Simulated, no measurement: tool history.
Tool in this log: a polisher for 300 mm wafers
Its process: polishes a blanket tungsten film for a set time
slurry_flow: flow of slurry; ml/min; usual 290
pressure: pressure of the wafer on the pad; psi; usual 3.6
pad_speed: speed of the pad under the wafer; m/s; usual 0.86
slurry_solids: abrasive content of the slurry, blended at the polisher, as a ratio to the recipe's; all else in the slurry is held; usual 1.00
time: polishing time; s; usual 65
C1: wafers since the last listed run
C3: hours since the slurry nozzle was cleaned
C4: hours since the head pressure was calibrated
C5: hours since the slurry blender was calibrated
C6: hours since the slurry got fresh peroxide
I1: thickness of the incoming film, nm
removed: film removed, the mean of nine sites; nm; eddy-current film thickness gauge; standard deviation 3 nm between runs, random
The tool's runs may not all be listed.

Run 1, hour 0.0: usual settings; C1 0; wafers polished on this pad 627; C3 474.4; C4 375.6; C5 79.8; C6 120.0; I1 1475.2. Result: removed 230.0 nm.
Run 2, hour 24.6: usual settings; C1 216; wafers polished on this pad 844; C3 499.0; C4 400.2; C5 104.4; C6 144.6; I1 1517.6. Result: removed 224.9 nm.
Run 3, hour 37.3: usual settings; C1 111; wafers polished on this pad 956; C3 511.7; C4 412.9; C5 117.1; C6 157.3; I1 1530.0. Result: removed 216.8 nm.
At hour 43.0: slurry tank refilled with fresh slurry and peroxide.
Run 4, hour 52.2: usual settings; C1 122; wafers polished on this pad 1078; C3 526.6; C4 427.8; C5 132.0; C6 9.2; I1 1474.2. Result: removed 224.1 nm.
Run 5, hour 69.0: usual settings; C1 147; wafers polished on this pad 1226; C3 543.4; C4 444.6; C5 148.8; C6 26.0; I1 1499.2. Result: removed 217.3 nm.
At hour 79.6: worn pad replaced by a new one.
Run 6, hour 83.3: usual settings; C1 90; wafers polished on this pad 32; C3 557.7; C4 458.9; C5 163.1; C6 40.3; I1 1499.1. Result: removed 217.2 nm.
At hour 132.8: slurry blender recalibrated.
Run 7, hour 155.2: usual settings but pressure 3.9 psi; C1 615; wafers polished on this pad 647; C3 629.6; C4 530.8; C5 22.4; C6 112.2; I1 1488.9. Result: removed 228.2 nm.
Run 8, hour 181.2: usual settings but pressure 3.9 psi; C1 228; wafers polished on this pad 876; C3 655.6; C4 556.8; C5 48.4; C6 138.2; I1 1487.7. Result: removed 236.9 nm.
Run 9, hour 205.5: usual settings; C1 213; wafers polished on this pad 1090; C3 679.9; C4 581.1; C5 72.7; C6 162.5; I1 1487.2. Result: removed 228.0 nm.
At hour 210.8: slurry tank refilled with fresh slurry and peroxide.
At hour 236.5: worn pad replaced by a new one.
Run 10, hour 237.0: usual settings; C1 233; wafers polished on this pad 4; C3 711.4; C4 612.6; C5 104.2; C6 26.2; I1 1492.9. Result: removed 220.4 nm.
Run 11, hour 256.0: usual settings but slurry_flow 390 ml/min, pad_speed 0.98 m/s; C1 167; wafers polished on this pad 171; C3 730.4; C4 631.6; C5 123.2; C6 45.2; I1 1513.3. Result: removed 251.6 nm.
Run 12, hour 279.9: usual settings but pressure 4.3 psi, time 56 s; C1 210; wafers polished on this pad 381; C3 754.3; C4 655.5; C5 147.1; C6 69.1; I1 1477.8. Result: removed 215.2 nm.
At hour 287.9: head pressure recalibrated.
Run 13, hour 298.6: usual settings but pressure 4.7 psi, pad_speed 1.06 m/s, slurry_solids 1.30; C1 146; wafers polished on this pad 528; C3 773.0; C4 10.7; C5 165.8; C6 87.8; I1 1516.1. Result: removed 317.2 nm.
Run 14, hour 325.3: usual settings; C1 235; wafers polished on this pad 763; C3 799.7; C4 37.4; C5 192.5; C6 114.5; I1 1478.2. Result: removed 222.1 nm.
At hour 342.8: slurry nozzle cleaned.
At hour 347.0: slurry blender recalibrated.
Run 15, hour 355.5: usual settings but pressure 4.1 psi, slurry_solids 1.25; C1 239; wafers polished on this pad 1003; C3 12.7; C4 67.6; C5 8.5; C6 144.7; I1 1501.7. Result: removed 269.1 nm.
At hour 406.8: slurry tank refilled with fresh slurry and peroxide.
At hour 412.4: worn pad replaced by a new one.
Run 16, hour 452.1: usual settings but pressure 4.5 psi, pad_speed 0.68 m/s; C1 806; wafers polished on this pad 349; C3 109.3; C4 164.2; C5 105.1; C6 45.3; I1 1479.1. Result: removed 235.9 nm.
Run 17, hour 472.1: usual settings but pressure 4.0 psi; C1 176; wafers polished on this pad 525; C3 129.3; C4 184.2; C5 125.1; C6 65.3; I1 1483.4. Result: removed 246.8 nm.
Run 18, hour 485.2: usual settings but slurry_flow 335 ml/min; C1 115; wafers polished on this pad 641; C3 142.4; C4 197.3; C5 138.2; C6 78.4; I1 1493.6. Result: removed 231.0 nm.
Run 19, hour 502.8: usual settings but slurry_flow 210 ml/min, pressure 2.8 psi, pad_speed 0.76 m/s, slurry_solids 1.10; C1 154; wafers polished on this pad 796; C3 160.0; C4 214.9; C5 155.8; C6 96.0; I1 1508.7. Result: removed 175.8 nm.
At hour 520.4: slurry blender recalibrated.
Run 20, hour 525.4: usual settings but pad_speed 1.04 m/s, slurry_solids 1.10; C1 181; wafers polished on this pad 977; C3 182.6; C4 237.5; C5 5.0; C6 118.6; I1 1512.9. Result: removed 258.6 nm.
Run 21, hour 557.6: usual settings but pad_speed 0.94 m/s; C1 283; wafers polished on this pad 1260; C3 214.8; C4 269.7; C5 37.2; C6 150.8; I1 1511.4. Result: removed 238.5 nm.
Run 22, hour 573.9: usual settings; C1 143; wafers polished on this pad 1404; C3 231.1; C4 286.0; C5 53.5; C6 167.1; I1 1484.6. Result: removed 226.2 nm.
At hour 581.3: worn pad replaced by a new one.
At hour 601.8: slurry tank refilled with fresh slurry and peroxide.
Run 23, hour 602.3: usual settings but pressure 4.3 psi, pad_speed 0.66 m/s, slurry_solids 0.80; C1 205; wafers polished on this pad 175; C3 259.5; C4 314.4; C5 81.9; C6 0.5; I1 1490.3. Result: removed 212.9 nm.
Run 24, hour 619.4: usual settings; C1 150; wafers polished on this pad 326; C3 276.6; C4 331.5; C5 99.0; C6 17.6; I1 1482.3. Result: removed 220.4 nm.
Run 25, hour 653.6: usual settings but pressure 4.8 psi, slurry_solids 0.80; C1 301; wafers polished on this pad 627; C3 310.8; C4 365.7; C5 133.2; C6 51.8; I1 1494.0. Result: removed 269.2 nm.
Run 26, hour 666.3: usual settings; C1 111; wafers polished on this pad 739; C3 323.5; C4 378.4; C5 145.9; C6 64.5; I1 1527.2. Result: removed 227.3 nm.

Below are 4 alternative next runs, each starting from the tool's condition after run 26. Predict each:
Run A, hour 666.7: usual settings; C1 3; wafers polished on this pad 742; C3 323.9; C4 378.8; C5 146.3; C6 64.9; I1 1506.1. Result: removed ?.
Run B, hour 666.7: usual settings but slurry_flow 345 ml/min, pressure 4.4 psi, time 55 s; C1 3; wafers polished on this pad 742; C3 323.9; C4 378.8; C5 146.3; C6 64.9; I1 1506.1. Result: removed ?.
Run C, hour 666.7: usual settings but pad_speed 0.70 m/s, slurry_solids 0.80; C1 3; wafers polished on this pad 742; C3 323.9; C4 378.8; C5 146.3; C6 64.9; I1 1506.1. Result: removed ?.
Run D, hour 666.7: usual settings but slurry_flow 340 ml/min, slurry_solids 0.90; C1 3; wafers polished on this pad 742; C3 323.9; C4 378.8; C5 146.3; C6 64.9; I1 1506.1. Result: removed ?.

run  removed
  A    225.2
  B    225.1
  C    194.3
  D    226.3
Had the tool no hidden state, the same runs would have come out as:
run  removed
  A    235.8
  B    234.1
  C    203.4
  D    235.4
